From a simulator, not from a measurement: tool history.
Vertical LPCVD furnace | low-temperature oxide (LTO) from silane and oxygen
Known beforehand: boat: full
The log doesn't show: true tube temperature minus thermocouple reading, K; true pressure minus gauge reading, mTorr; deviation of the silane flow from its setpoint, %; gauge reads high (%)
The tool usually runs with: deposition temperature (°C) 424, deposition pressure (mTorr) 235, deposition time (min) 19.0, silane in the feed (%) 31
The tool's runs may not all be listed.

run   hour  deposition temperature (°C)  deposition pressure (mTorr)  deposition time (min)  silane in the feed (%)  wafers since the last listed run  hours since the last temperature calibration  hours since the pressure gauge was zeroed  hours since the silane flow controller was replaced  hours since the gauge calibration  read-back reference wafer on the same gauge, thickness  film thickness on the monitor wafer in the middle of the boat (nm)
  1    0.0                          424                          205                   19.0                      31                                 0                                        3426.5                                     4138.4                                               3892.0                              565.8                                                  140.86                                                              141.48
  2   24.5                          424                          205                   19.0                      31                               638                                        3451.0                                     4162.9                                               3916.5                              590.3                                                  140.83                                                              141.84
  3   55.9                          424                          205                   19.0                      31                               818                                        3482.4                                     4194.3                                               3947.9                              621.7                                                  140.97                                                              142.16
  4   87.8                          428                          235                   19.0                      31                               831                                        3514.3                                     4226.2                                               3979.8                              653.6                                                  141.20                                                              169.16
  5  157.6                          428                          235                   19.0                      31                              1818                                        3584.1                                     4296.0                                               4049.6                              723.4                                                  140.82                                                              169.47
  6  186.0                          428                          235                   19.0                      31                               739                                        3612.5                                     4324.4                                               4078.0                              751.8                                                  141.09                                                              169.22
  7  217.9                          424                          235                   19.0                      31                               831                                        3644.4                                     4356.3                                               4109.9                              783.7                                                  141.03                                                              162.18
  8  252.7                          418                          265                   14.5                      35                               906                                        3679.2                                     4391.1                                               4144.7                              818.5                                                  140.92                                                              153.40
  9  283.8                          424                          260                   19.0                      31                               810                                        3710.3                                     4422.2                                               4175.8                              849.6                                                  141.02                                                              178.78
 10  299.4                          429                          200                   19.0                      31                               406                                        3725.9                                     4437.8                                               4191.4                              865.2                                                  140.97                                                              145.55
 11  328.7                          421                          280                   19.0                      37                               763                                        3755.2                                     4467.1                                               4220.7                              894.5                                                  140.96                                                              236.12
 12  343.9                          424                          270                   19.0                      26                               396                                        3770.4                                     4482.3                                               4235.9                              909.7                                                  140.95                                                              145.33
 13  371.3                          415                          220                   15.0                      36                               713                                        3797.8                                     4509.7                                               4263.3                              937.1                                                  140.78                                                              133.00
     391.8  -- gauge calibrated
     489.2  -- pressure gauge zeroed
     500.7  -- silane flow controller replaced
 14  501.2                          424                          235                   14.0                      31                              2459                                        3927.7                                       12.0                                                  0.5                              109.4                                                  141.02                                                              119.40
 15  504.5                          424                          235                   24.5                      33                                85                                        3931.0                                       15.3                                                  3.8                              112.7                                                  141.05                                                              227.38
 16  524.3                          430                          235                   15.5                      26                               515                                        3950.8                                       35.1                                                 23.6                              132.5                                                  140.92                                                              109.13
 17  542.8                          424                          270                   19.0                      26                               482                                        3969.3                                       53.6                                                 42.1                              151.0                                                  141.08                                                              145.04
     643.6  -- thermocouples replaced and temperature profile calibrated
 18  645.0                          424                          235                   19.0                      31                              2037                                           1.4                                      155.8                                                144.3                              253.2                                                  140.78                                                              162.38
 19  657.6                          435                          285                   19.0                      33                               328                                          14.0                                      168.4                                                156.9                              265.8                                                  140.78                                                              240.46
 20  689.7                          418                          235                   19.0                      29                               836                                          46.1                                      200.5                                                189.0                              297.9                                                  141.12                                                              137.29

Run 21, settings as shown, results not yet in. Your forecast:
 21  708.8                          428                          235                   19.0                      31                               497                                          65.2                                      219.6                                                208.1                              317.0                                                       ?                                                                   ?

read-back reference wafer on the same gauge, thickness: 141.10
film thickness on the monitor wafer in the middle of the boat (nm): 168.68
The same run, on a tool lacking any hidden state, would have yielded film thickness on the monitor wafer in the middle of the boat (nm) 168.68.
